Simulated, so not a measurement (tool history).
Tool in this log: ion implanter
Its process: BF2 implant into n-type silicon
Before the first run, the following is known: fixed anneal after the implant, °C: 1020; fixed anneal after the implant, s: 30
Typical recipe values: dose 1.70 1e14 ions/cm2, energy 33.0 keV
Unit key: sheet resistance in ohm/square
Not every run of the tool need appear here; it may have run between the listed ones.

run,hour,dose,energy,"read-back reference wafer on the same gauge, sheet resistance",sheet resistance
1,0.0,1.70,33.0,560.96,614.04
2,12.6,1.70,33.0,558.77,611.83
3,26.6,1.70,33.0,559.80,606.76
4,59.1,1.70,33.0,558.78,608.49
5,72.8,1.70,33.0,559.23,605.92
6,148.9,1.70,33.0,558.03,605.90
7,164.7,1.70,33.0,561.24,613.45
8,197.2,1.70,33.0,559.49,608.18
9,225.5,1.70,33.0,560.04,606.41
10,253.7,1.90,38.5,559.29,547.61
# hour 263.6: Faraday cup replaced and dose calibrated
# hour 267.1: extraction supply calibrated
11,277.5,1.70,33.0,557.87,611.67
12,307.5,1.70,33.0,559.94,606.23
13,339.1,1.94,37.5,558.33,541.58
# hour 343.3: gauge calibrated
14,358.6,2.18,23.5,560.37,513.04
15,389.9,1.33,33.0,560.60,739.54
16,414.6,2.06,29.5,560.96,525.19
17,445.8,1.50,23.5,560.61,702.90
18,463.6,1.83,23.0,558.85,594.70

4 options for the next run, each taken on its own from the tool as it stands now. Forecast them:
A,464.0,1.70,41.5,?,?
B,464.0,1.96,37.5,?,?
C,464.0,1.94,33.0,?,?
D,464.0,1.22,25.0,?,?

run,"read-back reference wafer on the same gauge, sheet resistance",sheet resistance
A,560.96,591.34
B,560.96,532.56
C,560.96,544.62
D,560.96,826.34
The same runs, with their run-to-run variation unchanged, on a tool lacking any hidden condition would have given:
run,sheet resistance
A,591.34
B,532.56
C,544.62
D,826.34
